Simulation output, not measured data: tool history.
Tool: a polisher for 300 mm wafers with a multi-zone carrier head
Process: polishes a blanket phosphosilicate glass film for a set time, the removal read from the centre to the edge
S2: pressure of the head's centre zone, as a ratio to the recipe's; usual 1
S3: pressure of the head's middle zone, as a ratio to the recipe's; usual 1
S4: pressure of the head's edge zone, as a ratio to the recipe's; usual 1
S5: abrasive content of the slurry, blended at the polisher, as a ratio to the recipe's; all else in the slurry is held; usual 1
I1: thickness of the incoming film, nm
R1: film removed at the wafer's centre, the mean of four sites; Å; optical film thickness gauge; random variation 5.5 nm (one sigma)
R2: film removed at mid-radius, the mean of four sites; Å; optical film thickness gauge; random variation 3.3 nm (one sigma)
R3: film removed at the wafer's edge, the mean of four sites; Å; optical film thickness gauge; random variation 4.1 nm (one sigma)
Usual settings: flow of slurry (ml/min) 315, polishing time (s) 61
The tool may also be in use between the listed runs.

Run 1, hour 0: usual settings but S2 1.09, S5 1.1; I1 2982. Result: R1 5377 Å, R2 4955 Å, R3 4982 Å.
Run 2, hour 17.9: usual settings but S2 1.09, S5 1.1; I1 2975.1. Result: R1 5135 Å, R2 4923 Å, R3 4897 Å.
At hour 22.9: edge zone pressure recalibrated.
Run 3, hour 25.3: usual settings but S3 0.97, S5 0.9; I1 2975.5. Result: R1 4359 Å, R2 4262 Å, R3 4396 Å.
At hour 35.7: worn pad replaced by a new one.
Run 4, hour 40.1: usual settings; I1 2966.7. Result: R1 4887 Å, R2 4859 Å, R3 4901 Å.
Run 5, hour 51.5: usual settings; I1 2951.5. Result: R1 4806 Å, R2 4885 Å, R3 4883 Å.
Run 6, hour 59.6: usual settings but flow of slurry (ml/min) 350, S2 1.05, S4 1.05, S5 0.7; I1 3001.2. Result: R1 3996 Å, R2 3785 Å, R3 3925 Å.
Run 7, hour 71: usual settings but S2 1.05, S3 0.96; I1 3038.3. Result: R1 5072 Å, R2 4598 Å, R3 4837 Å.
Run 8, hour 84.7: usual settings but flow of slurry (ml/min) 360, S5 1.1; I1 3000.3. Result: R1 5077 Å, R2 5067 Å, R3 5088 Å.
At hour 100.2: carrier head's membrane replaced by a new one.
Run 9, hour 102.1: usual settings; I1 3008.7. Result: R1 4794 Å, R2 4690 Å, R3 4808 Å.
Run 10, hour 114.4: usual settings but flow of slurry (ml/min) 280, polishing time (s) 44; I1 2989. Result: R1 3357 Å, R2 3305 Å, R3 3331 Å.
Run 11, hour 127.7: usual settings; I1 2969.4. Result: R1 4571 Å, R2 4552 Å, R3 4674 Å.
Run 12, hour 143.9: usual settings but S2 0.94, S3 1.06, polishing time (s) 44; I1 2948.6. Result: R1 3138 Å, R2 3346 Å, R3 3248 Å.
Run 13, hour 153.8: usual settings; I1 2947.7. Result: R1 4484 Å, R2 4416 Å, R3 4474 Å.
Run 14, hour 160.7: usual settings; I1 3006.9. Result: R1 4410 Å, R2 4340 Å, R3 4440 Å.
At hour 165.2: worn pad replaced by a new one.
Run 15, hour 167.2: usual settings but S3 0.89, S5 0.7; I1 2956.2. Result: R1 3887 Å, R2 3515 Å, R3 3880 Å.
Run 16, hour 184.2: usual settings but flow of slurry (ml/min) 410, S2 0.95; I1 2929.5. Result: R1 4932 Å, R2 4965 Å, R3 5133 Å.
Run 17, hour 194.2: usual settings but S3 1.04, S4 1.11, S5 0.9; I1 3016.1. Result: R1 4658 Å, R2 4756 Å, R3 4867 Å.
Run 18, hour 205.1: usual settings but polishing time (s) 45; I1 2963.9. Result: R1 3592 Å, R2 3602 Å, R3 3628 Å.
Run 19, hour 218.7: usual settings but polishing time (s) 53; I1 2959.6. Result: R1 4267 Å, R2 4157 Å, R3 4214 Å.
Run 20, hour 235.4: usual settings but S5 0.85; I1 2986.6. Result: R1 4331 Å, R2 4323 Å, R3 4355 Å.
Run 21, hour 249.3: usual settings but flow of slurry (ml/min) 285, S2 0.96, polishing time (s) 46; I1 2993.2. Result: R1 3435 Å, R2 3520 Å, R3 3522 Å.
Run 22, hour 258.7: usual settings but flow of slurry (ml/min) 360, S5 1.1; I1 2944.4. Result: R1 4878 Å, R2 4872 Å, R3 5038 Å.

The same runs without the tool's hidden state, with the same run-to-run variation:
The hidden state here: removal rate lost through wear of the pad, %; slurry flow missing at the pad, %; deviation of the centre zone's pressure from its setpoint, %; deviation of the edge zone's pressure from its setpoint, %.
run    R1    R2    R3
  1  5636  5194  5222
  2  5487  5260  5233
  3  4701  4596  4741
  4  5008  4980  5023
  5  4933  5014  5012
  6  4110  3894  4038
  7  5241  4751  4998
  8  5286  5275  5298
  9  5059  4949  5073
 10  3585  3530  3558
 11  4958  4938  5070
 12  3483  3713  3604
 13  5056  4980  5045
 14  5034  4953  5068
 15  3913  3538  3906
 16  4976  5009  5179
 17  4715  4814  4927
 18  3653  3664  3690
 19  4375  4263  4321
 20  4502  4494  4527
 21  3622  3712  3714
 22  5202  5196  5373

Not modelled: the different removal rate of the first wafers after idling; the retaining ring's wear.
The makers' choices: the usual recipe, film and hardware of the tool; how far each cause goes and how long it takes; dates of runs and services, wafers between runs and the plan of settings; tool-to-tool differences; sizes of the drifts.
